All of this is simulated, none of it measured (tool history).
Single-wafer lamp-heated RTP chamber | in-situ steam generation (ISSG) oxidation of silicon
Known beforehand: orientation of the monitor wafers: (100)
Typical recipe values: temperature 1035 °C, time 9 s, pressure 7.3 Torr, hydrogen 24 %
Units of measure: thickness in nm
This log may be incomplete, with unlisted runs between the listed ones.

run,hour,temperature,time,pressure,hydrogen,"read-back reference wafer on the same gauge, thickness",thickness
1,0,1035,9,7.3,24,4.191,4.485
2,6.2,1035,9,7.3,24,4.19,4.505
3,22.4,1035,11,7.3,24,4.192,4.942
4,30.3,1035,11,7.3,24,4.187,4.961
5,39.1,1035,9,7.3,24,4.188,4.497
6,49,1035,9,7.3,24,4.19,4.486
7,61.3,1035,9,7.3,24,4.191,4.513
# hour 72: pressure gauge zeroed
8,79.7,1035,9,7.3,27,4.189,4.652
# hour 92.9: hydrogen flow controller replaced
9,93.4,1035,9,7.3,27,4.192,4.663
10,96.2,1035,9,7.3,15,4.19,3.974
11,108.3,1035,10,7.3,24,4.193,4.778
# hour 109.3: gauge calibrated
# hour 129.9: pyrometer window cleaned and pyrometer calibrated
12,130.4,1022,9,7.3,24,4.19,4.383
13,132.9,1055,12,7.9,28,4.19,6.116
14,143.3,1043,12,7.3,24,4.191,5.506
15,153.2,1035,9,7.3,24,4.19,4.655
# hour 164.3: pyrometer window cleaned and pyrometer calibrated, repeated, since the last time left the tool worse
16,164.8,1025,9,7.3,28,4.188,4.418
17,170,1035,9,7.3,24,4.19,4.395
18,181.2,1022,9,7.3,24,4.19,4.198
19,189.7,1035,9,6.9,16,4.192,3.924

Here are 3 independent what-if runs from the current tool condition. What would each one return?
A,190.1,1035,9,7.3,24,?,?
B,190.1,1047,11,7.3,24,?,?
C,190.1,1027,11,6.9,30,?,?

run,"read-back reference wafer on the same gauge, thickness",thickness
A,4.185,4.368
B,4.185,5.054
C,4.185,4.937
The same runs, with their run-to-run variation unchanged, on a tool lacking any hidden condition would have given:
run,thickness
A,4.362
B,5.046
C,4.93
